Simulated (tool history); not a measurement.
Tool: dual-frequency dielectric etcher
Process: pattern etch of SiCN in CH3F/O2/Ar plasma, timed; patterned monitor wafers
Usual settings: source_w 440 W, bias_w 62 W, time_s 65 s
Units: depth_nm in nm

run	hour	source_w	bias_w	time_s	read-back reference wafer on the same gauge, depth_nm	depth_nm
1	0	440	62	65	26.15	24.35
2	10	440	70	65	26.09	25.46
# hour 39.2: wet clean of the chamber
3	39.7	440	70	65	26.1	24.3
4	40	440	70	65	26.12	24.38
5	43.3	440	62	65	26.09	23.17
# hour 56.2: gauge calibrated
6	59.6	440	62	65	26.09	23.4
7	73.1	440	62	65	26.07	23.34
8	88.2	410	57	52	26.06	17.79
9	105.1	440	62	65	26.1	23.57
# hour 112.6: source power generator calibrated
10	122.9	440	62	58	26.11	20.87
11	134.2	440	70	70.5	26.08	26.66
12	142.8	390	76	73	26.1	27.48
13	156.3	440	62	65	26.08	23.44
14	167.4	440	78	65	26.09	25.65
15	173.7	340	66	75.5	26.08	26.41
16	180.8	440	62	75.5	26.14	27.47
17	187.4	440	62	65	26.04	23.74
18	199.9	440	62	65	26.14	23.53
19	212.4	480	49	77.5	26.12	26.31
20	225.7	440	52	65	26.07	22.15
# hour 252.2: bias power generator calibrated
# hour 253.6: upper electrode replaced
21	254.1	510	58	47.5	26.08	17.52
22	254.5	440	62	65	26.14	23.68
23	263.1	540	67	71.5	26.08	28.28
24	270.9	440	75	54.5	26.12	21.33
25	282.1	440	62	65	26.13	23.68
26	329.3	350	55	81.5	26.11	26.99
27	346.1	480	48	58.5	26.12	19.99
28	361.8	440	62	65	26.06	23.91
29	377.8	440	62	74	26.09	26.94

Forecast each of these 5 alternatives for the next run:
A	378.2	440	62	65	?	?
B	378.2	380	70	58	?	?
C	378.2	390	62	65	?	?
D	378.2	400	70	48.5	?	?
E	378.2	480	49	74.5	?	?

run	read-back reference wafer on the same gauge, depth_nm	depth_nm
A	26.08	23.9
B	26.08	21.53
C	26.08	23.19
D	26.08	18.22
E	26.08	25.73
Without the tool's hidden state the same runs would have given:
run	depth_nm
A	23.41
B	21.09
C	22.72
D	17.85
E	25.21
